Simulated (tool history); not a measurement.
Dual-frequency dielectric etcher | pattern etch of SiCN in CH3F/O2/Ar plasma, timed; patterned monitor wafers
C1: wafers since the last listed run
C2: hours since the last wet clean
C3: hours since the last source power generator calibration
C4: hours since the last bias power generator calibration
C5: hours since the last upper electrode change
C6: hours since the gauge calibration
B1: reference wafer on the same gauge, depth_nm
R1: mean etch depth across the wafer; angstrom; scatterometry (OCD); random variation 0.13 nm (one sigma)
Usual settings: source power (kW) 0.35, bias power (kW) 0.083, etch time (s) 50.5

Run 1, hour 0: usual settings but etch time (s) 44.5; C1 0; C2 251.9; C3 1885.9; C4 3014.3; C5 4994.1; C6 245.3; B1 20.16. Result: R1 176.4 angstrom.
Run 2, hour 16.9: usual settings but etch time (s) 44.5; C1 189; C2 268.8; C3 1902.8; C4 3031.2; C5 5011; C6 262.2; B1 20.17. Result: R1 176.9 angstrom.
Run 3, hour 33.3: usual settings; C1 183; C2 285.2; C3 1919.2; C4 3047.6; C5 5027.4; C6 278.6; B1 20.17. Result: R1 199.8 angstrom.
Run 4, hour 39.4: usual settings; C1 68; C2 291.3; C3 1925.3; C4 3053.7; C5 5033.5; C6 284.7; B1 20.17. Result: R1 199 angstrom.
Run 5, hour 51.6: usual settings; C1 136; C2 303.5; C3 1937.5; C4 3065.9; C5 5045.7; C6 296.9; B1 20.23. Result: R1 196.8 angstrom.
Run 6, hour 65.1: usual settings; C1 151; C2 317; C3 1951; C4 3079.4; C5 5059.2; C6 310.4; B1 20.19. Result: R1 199.4 angstrom.
Run 7, hour 79.7: usual settings; C1 163; C2 331.6; C3 1965.6; C4 3094; C5 5073.8; C6 325; B1 20.18. Result: R1 199.9 angstrom.
Run 8, hour 94.6: usual settings; C1 166; C2 346.5; C3 1980.5; C4 3108.9; C5 5088.7; C6 339.9; B1 20.26. Result: R1 200.1 angstrom.
Run 9, hour 101.8: usual settings but etch time (s) 60.5; C1 80; C2 353.7; C3 1987.7; C4 3116.1; C5 5095.9; C6 347.1; B1 20.16. Result: R1 238.4 angstrom.
Run 10, hour 111.2: usual settings; C1 105; C2 363.1; C3 1997.1; C4 3125.5; C5 5105.3; C6 356.5; B1 20.25. Result: R1 201.9 angstrom.
Run 11, hour 127.8: usual settings; C1 185; C2 379.7; C3 2013.7; C4 3142.1; C5 5121.9; C6 373.1; B1 20.18. Result: R1 200.4 angstrom.
Run 12, hour 144.3: usual settings; C1 184; C2 396.2; C3 2030.2; C4 3158.6; C5 5138.4; C6 389.6; B1 20.21. Result: R1 201.1 angstrom.
Run 13, hour 157: usual settings; C1 142; C2 408.9; C3 2042.9; C4 3171.3; C5 5151.1; C6 402.3; B1 20.19. Result: R1 201 angstrom.
At hour 180: bias power generator calibrated.
At hour 193.5: upper electrode replaced.
Run 14, hour 194: usual settings; C1 218; C2 445.9; C3 2079.9; C4 14; C5 0.5; C6 439.3; B1 20.12. Result: R1 200 angstrom.
Run 15, hour 194.3: usual settings; C1 3; C2 446.2; C3 2080.2; C4 14.3; C5 0.8; C6 439.6; B1 20.17. Result: R1 200.7 angstrom.
Run 16, hour 194.7: usual settings but source power (kW) 0.31, bias power (kW) 0.094, etch time (s) 40.5; C1 4; C2 446.6; C3 2080.6; C4 14.7; C5 1.2; C6 440; B1 20.21. Result: R1 160.4 angstrom.
At hour 197.1: gauge calibrated.
Run 17, hour 210.2: usual settings; C1 173; C2 462.1; C3 2096.1; C4 30.2; C5 16.7; C6 13.1; B1 20.16. Result: R1 200.6 angstrom.
Run 18, hour 223.9: usual settings but source power (kW) 0.4, bias power (kW) 0.103, etch time (s) 65; C1 153; C2 475.8; C3 2109.8; C4 43.9; C5 30.4; C6 26.8; B1 20.21. Result: R1 284.4 angstrom.
At hour 229.2: source power generator calibrated.
Run 19, hour 231.2: usual settings but source power (kW) 0.27, bias power (kW) 0.066, etch time (s) 44; C1 36; C2 483.1; C3 2; C4 51.2; C5 37.7; C6 34.1; B1 20.21. Result: R1 151.3 angstrom.
Run 20, hour 239.2: usual settings but source power (kW) 0.39, bias power (kW) 0.096, etch time (s) 44; C1 89; C2 491.1; C3 10; C4 59.2; C5 45.7; C6 42.1; B1 20.24. Result: R1 185.3 angstrom.
At hour 263.5: wet clean of the chamber.
Run 21, hour 264: usual settings but bias power (kW) 0.098, etch time (s) 45.5; C1 8; C2 0.5; C3 34.8; C4 84; C5 70.5; C6 66.9; B1 20.18. Result: R1 186.8 angstrom.
Run 22, hour 267.2: usual settings but bias power (kW) 0.062, etch time (s) 46.5; C1 35; C2 3.7; C3 38; C4 87.2; C5 73.7; C6 70.1; B1 20.18. Result: R1 172.9 angstrom.
Run 23, hour 285: usual settings but source power (kW) 0.3; C1 199; C2 21.5; C3 55.8; C4 105; C5 91.5; C6 87.9; B1 20.14. Result: R1 192.2 angstrom.
Run 24, hour 332.3: usual settings; C1 529; C2 68.8; C3 103.1; C4 152.3; C5 138.8; C6 135.2; B1 20.21. Result: R1 201.1 angstrom.
Run 25, hour 348.8: usual settings; C1 184; C2 85.3; C3 119.6; C4 168.8; C5 155.3; C6 151.7; B1 20.17. Result: R1 200.2 angstrom.
Run 26, hour 361.8: usual settings; C1 145; C2 98.3; C3 132.6; C4 181.8; C5 168.3; C6 164.7; B1 20.18. Result: R1 202.3 angstrom.
Run 27, hour 378: usual settings; C1 181; C2 114.5; C3 148.8; C4 198; C5 184.5; C6 180.9; B1 20.22. Result: R1 200.9 angstrom.
Run 28, hour 385.6: usual settings; C1 85; C2 122.1; C3 156.4; C4 205.6; C5 192.1; C6 188.5; B1 20.17. Result: R1 200.6 angstrom.
Run 29, hour 399.8: usual settings but source power (kW) 0.31, etch time (s) 55; C1 158; C2 136.3; C3 170.6; C4 219.8; C5 206.3; C6 202.7; B1 20.2. Result: R1 210.2 angstrom.
Run 30, hour 410: usual settings but source power (kW) 0.31, bias power (kW) 0.072, etch time (s) 61; C1 114; C2 146.5; C3 180.8; C4 230; C5 216.5; C6 212.9; B1 20.23. Result: R1 224.7 angstrom.

Forecast each of these 3 alternatives for the next run:
Run A, hour 410.4: usual settings but source power (kW) 0.28; C1 4; C2 146.9; C3 181.2; C4 230.4; C5 216.9; C6 213.3; B1 ?. Result: R1 ?.
Run B, hour 410.4: usual settings but source power (kW) 0.44; C1 4; C2 146.9; C3 181.2; C4 230.4; C5 216.9; C6 213.3; B1 ?. Result: R1 ?.
Run C, hour 410.4: usual settings but source power (kW) 0.39, bias power (kW) 0.075, etch time (s) 37.5; C1 4; C2 146.9; C3 181.2; C4 230.4; C5 216.9; C6 213.3; B1 ?. Result: R1 ?.

run     B1     R1
  A  20.22    188
  B  20.22  216.9
  C  20.22  151.1
Without the tool's hidden state the same runs would have given:
run     R1
  A    188
  B  216.9
  C  151.1

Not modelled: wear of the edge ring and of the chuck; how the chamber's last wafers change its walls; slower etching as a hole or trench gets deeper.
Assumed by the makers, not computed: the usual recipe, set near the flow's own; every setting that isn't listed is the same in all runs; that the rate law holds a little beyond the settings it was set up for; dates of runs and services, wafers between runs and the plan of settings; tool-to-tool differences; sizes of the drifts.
